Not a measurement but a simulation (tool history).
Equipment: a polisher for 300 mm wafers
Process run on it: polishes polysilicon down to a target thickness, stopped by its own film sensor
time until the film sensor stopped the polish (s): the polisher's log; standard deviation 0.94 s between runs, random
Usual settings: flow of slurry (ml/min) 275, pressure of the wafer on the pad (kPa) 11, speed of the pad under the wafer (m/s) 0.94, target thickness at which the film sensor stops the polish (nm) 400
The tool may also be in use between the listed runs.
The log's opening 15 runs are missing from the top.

run	hour	flow of slurry (ml/min)	pressure of the wafer on the pad (kPa)	speed of the pad under the wafer (m/s)	target thickness at which the film sensor stops the polish (nm)	wafers since the last listed run	wafers polished on this pad	hours since the slurry nozzle was cleaned	hours since the head pressure was calibrated	incoming thickness of the incoming film, nm	time until the film sensor stopped the polish (s)
16	945.7	275	11	0.94	400	459	1816	89.7	887.3	698.4	83.5
17	993.3	275	11	0.94	400	456	2273	137.3	934.9	689.6	81.6
18	1023.4	275	11	0.94	400	288	2562	167.4	965	700.5	84.4
# hour 1076.6: head pressure recalibrated
19	1082.4	275	11	0.94	400	546	3109	226.4	5.8	691.3	77.5
20	1141.4	275	9	1.18	311	566	3675	285.4	64.8	696.2	101.8
# hour 1163.9: worn pad replaced by a new one
21	1178.1	275	11	0.94	400	313	136	322.1	101.5	705.3	83.6
22	1236	275	15.2	0.68	449	555	691	380	159.4	710.3	67.1
# hour 1274: slurry nozzle cleaned
23	1288.1	275	11	0.94	400	490	1182	14.1	211.5	709.9	84.1
24	1332.6	275	11	0.94	337	427	1609	58.6	256	712.6	100.4
25	1395.4	365	11	0.68	400	602	2211	121.4	318.8	691.8	93.1
26	1419.5	275	11	0.94	400	231	2442	145.5	342.9	697.3	79.8
27	1465	275	7.6	0.94	303	436	2879	191	388.4	699.3	136
28	1494.8	275	11	0.94	461	285	3165	220.8	418.2	699.1	64.1
29	1531.4	185	11	0.94	400	351	3516	257.4	454.8	692.5	83.7
30	1558.3	275	11	0.94	400	258	3774	284.3	481.7	686	77.1
31	1585.3	275	8.3	1.12	488	259	4034	311.3	508.7	704.4	62.1
# hour 1593.9: worn pad replaced by a new one
32	1645.8	275	11	0.94	400	542	497	371.8	569.2	703.1	83.1
# hour 1666.4: slurry nozzle cleaned
33	1711.3	275	11	0.94	442	618	1116	44.9	634.7	708.3	73.5
34	1739	275	11	0.94	400	265	1382	72.6	662.4	706.3	83
35	1809.1	275	13.8	1.02	400	672	2055	142.7	732.5	689	64.5
36	1849.8	275	9	0.94	400	390	2445	183.4	773.2	707.9	97.2
37	1904.6	365	11	0.7	400	525	2971	238.2	828	695.8	94.7
38	1952.3	275	13.8	1.18	351	457	3429	285.9	875.7	699	72.7

Consider 3 possible next runs. They are alternatives, not a sequence: every one starts from the tool as it was left by run 38. What does each give?
A	1952.7	275	11	0.94	400	3	3433	286.3	876.1	709.4	?
B	1952.7	300	11	0.94	400	3	3433	286.3	876.1	709.4	?
C	1952.7	275	11	1.02	310	3	3433	286.3	876.1	709.4	?

run	time until the film sensor stopped the polish (s)
A	84.2
B	83.5
C	103.4
With no hidden state in the tool, these same runs would have given:
run	time until the film sensor stopped the polish (s)
A	79.6
B	78.9
C	97.7
